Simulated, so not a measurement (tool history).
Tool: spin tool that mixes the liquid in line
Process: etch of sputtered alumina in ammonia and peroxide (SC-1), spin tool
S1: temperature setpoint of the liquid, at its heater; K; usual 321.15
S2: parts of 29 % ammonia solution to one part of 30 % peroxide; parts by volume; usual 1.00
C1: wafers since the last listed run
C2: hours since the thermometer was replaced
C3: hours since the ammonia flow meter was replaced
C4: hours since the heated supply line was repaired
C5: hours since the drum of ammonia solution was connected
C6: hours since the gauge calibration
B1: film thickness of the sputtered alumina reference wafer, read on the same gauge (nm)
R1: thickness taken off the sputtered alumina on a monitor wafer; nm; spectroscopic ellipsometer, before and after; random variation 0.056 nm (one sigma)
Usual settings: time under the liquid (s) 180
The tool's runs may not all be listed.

{"run": 1, "day": 0.0, "S1": 321.15, "S2": 1.0, "time under the liquid (s)": 180, "C1": 0, "C2": 159.5, "C3": 537.2, "C4": 2222.5, "C5": 570.9, "C6": 385.4, "B1": 29.99, "R1": 8.03}
{"run": 2, "day": 3.675, "S1": 321.15, "S2": 1.0, "time under the liquid (s)": 180, "C1": 800, "C2": 247.7, "C3": 625.4, "C4": 2310.7, "C5": 659.1, "C6": 473.6, "B1": 29.97, "R1": 7.94}
{"run": 3, "day": 5.321, "S1": 321.15, "S2": 0.65, "time under the liquid (s)": 180, "C1": 358, "C2": 287.2, "C3": 664.9, "C4": 2350.2, "C5": 698.6, "C6": 513.1, "B1": 30.01, "R1": 7.64}
{"run": 4, "day": 7.412, "S1": 321.15, "S2": 1.0, "time under the liquid (s)": 180, "C1": 455, "C2": 337.4, "C3": 715.1, "C4": 2400.4, "C5": 748.8, "C6": 563.3, "B1": 30.0, "R1": 8.0}
{"run": 5, "day": 11.129, "S1": 321.15, "S2": 1.0, "time under the liquid (s)": 180, "C1": 809, "C2": 426.6, "C3": 804.3, "C4": 2489.6, "C5": 838.0, "C6": 652.5, "B1": 29.98, "R1": 7.99}
{"run": 6, "day": 12.788, "S1": 321.15, "S2": 1.0, "time under the liquid (s)": 180, "C1": 361, "C2": 466.4, "C3": 844.1, "C4": 2529.4, "C5": 877.8, "C6": 692.3, "B1": 30.0, "R1": 7.84}
{"run": 7, "day": 16.483, "S1": 316.15, "S2": 0.9, "time under the liquid (s)": 180, "C1": 804, "C2": 555.1, "C3": 932.8, "C4": 2618.1, "C5": 966.5, "C6": 781.0, "B1": 29.98, "R1": 5.85}
{"day": 16.7, "done": "new drum of ammonia solution connected"}
{"run": 8, "day": 20.175, "S1": 329.15, "S2": 1.0, "time under the liquid (s)": 180, "C1": 794, "C2": 643.7, "C3": 1021.4, "C4": 2706.7, "C5": 83.4, "C6": 869.6, "B1": 29.99, "R1": 12.21}
{"run": 9, "day": 23.921, "S1": 329.15, "S2": 1.0, "time under the liquid (s)": 180, "C1": 815, "C2": 733.6, "C3": 1111.3, "C4": 2796.6, "C5": 173.3, "C6": 959.5, "B1": 30.01, "R1": 12.04}
{"run": 10, "day": 26.975, "S1": 329.15, "S2": 1.0, "time under the liquid (s)": 180, "C1": 665, "C2": 806.9, "C3": 1184.6, "C4": 2869.9, "C5": 246.6, "C6": 1032.8, "B1": 30.0, "R1": 12.05}
{"run": 11, "day": 28.596, "S1": 321.15, "S2": 1.0, "time under the liquid (s)": 180, "C1": 352, "C2": 845.8, "C3": 1223.5, "C4": 2908.8, "C5": 285.5, "C6": 1071.7, "B1": 30.02, "R1": 7.81}
{"run": 12, "day": 30.296, "S1": 315.15, "S2": 1.2, "time under the liquid (s)": 180, "C1": 370, "C2": 886.6, "C3": 1264.3, "C4": 2949.6, "C5": 326.3, "C6": 1112.5, "B1": 30.02, "R1": 5.57}
{"run": 13, "day": 33.979, "S1": 315.15, "S2": 1.0, "time under the liquid (s)": 180, "C1": 802, "C2": 975.0, "C3": 1352.7, "C4": 3038.0, "C5": 414.7, "C6": 1200.9, "B1": 29.99, "R1": 5.47}
{"day": 35.512, "done": "thermometer replaced"}
{"run": 14, "day": 38.2, "S1": 321.15, "S2": 1.0, "time under the liquid (s)": 290, "C1": 910, "C2": 64.5, "C3": 1454.0, "C4": 3139.3, "C5": 516.0, "C6": 1302.2, "B1": 29.99, "R1": 12.41}
{"day": 39.625, "done": "ammonia flow meter replaced"}
{"day": 40.15, "done": "gauge calibrated"}
{"run": 15, "day": 41.5, "S1": 312.65, "S2": 0.6, "time under the liquid (s)": 290, "C1": 709, "C2": 143.7, "C3": 45.0, "C4": 3218.5, "C5": 595.2, "C6": 32.4, "B1": 30.01, "R1": 7.14}
{"run": 16, "day": 44.746, "S1": 313.15, "S2": 0.85, "time under the liquid (s)": 255, "C1": 706, "C2": 221.6, "C3": 122.9, "C4": 3296.4, "C5": 673.1, "C6": 110.3, "B1": 29.99, "R1": 6.6}
{"run": 17, "day": 48.221, "S1": 321.15, "S2": 1.0, "time under the liquid (s)": 180, "C1": 756, "C2": 305.0, "C3": 206.3, "C4": 3379.8, "C5": 756.5, "C6": 193.7, "B1": 30.02, "R1": 7.6}
{"run": 18, "day": 52.204, "S1": 327.65, "S2": 1.2, "time under the liquid (s)": 180, "C1": 867, "C2": 400.6, "C3": 301.9, "C4": 3475.4, "C5": 852.1, "C6": 289.3, "B1": 30.02, "R1": 10.96}
{"day": 52.6, "done": "new drum of ammonia solution connected"}
{"day": 53.5, "done": "heated supply line repaired"}
{"run": 19, "day": 61.446, "S1": 321.15, "S2": 1.0, "time under the liquid (s)": 180, "C1": 1994, "C2": 622.4, "C3": 523.7, "C4": 190.7, "C5": 212.3, "C6": 511.1, "B1": 30.01, "R1": 8.59}
{"run": 20, "day": 65.079, "S1": 314.65, "S2": 0.65, "time under the liquid (s)": 230, "C1": 791, "C2": 709.6, "C3": 610.9, "C4": 277.9, "C5": 299.5, "C6": 598.3, "B1": 30.0, "R1": 7.22}
{"run": 21, "day": 67.538, "S1": 317.65, "S2": 1.0, "time under the liquid (s)": 180, "C1": 535, "C2": 768.6, "C3": 669.9, "C4": 336.9, "C5": 358.5, "C6": 657.3, "B1": 29.99, "R1": 6.94}
{"run": 22, "day": 69.45, "S1": 321.15, "S2": 1.0, "time under the liquid (s)": 90, "C1": 416, "C2": 814.5, "C3": 715.8, "C4": 382.8, "C5": 404.4, "C6": 703.2, "B1": 29.99, "R1": 4.27}
{"run": 23, "day": 72.071, "S1": 321.15, "S2": 1.0, "time under the liquid (s)": 180, "C1": 570, "C2": 877.4, "C3": 778.7, "C4": 445.7, "C5": 467.3, "C6": 766.1, "B1": 30.02, "R1": 8.39}

Forecast each of these 3 alternatives for the next run:
{"run": "A", "day": 72.092, "S1": 321.15, "S2": 1.0, "time under the liquid (s)": 225, "C1": 4, "C2": 877.9, "C3": 779.2, "C4": 446.2, "C5": 467.8, "C6": 766.6, "B1": "?", "R1": "?"}
{"run": "B", "day": 72.092, "S1": 324.65, "S2": 1.0, "time under the liquid (s)": 215, "C1": 4, "C2": 877.9, "C3": 779.2, "C4": 446.2, "C5": 467.8, "C6": 766.6, "B1": "?", "R1": "?"}
{"run": "C", "day": 72.092, "S1": 327.65, "S2": 1.2, "time under the liquid (s)": 150, "C1": 4, "C2": 877.9, "C3": 779.2, "C4": 446.2, "C5": 467.8, "C6": 766.6, "B1": "?", "R1": "?"}

run=A B1=29.98 R1=10.53
run=B B1=29.98 R1=12.21
run=C B1=29.98 R1=10.20
Without the tool's hidden state the same runs would have given:
run=A R1=10.99
run=B R1=12.73
run=C R1=10.62
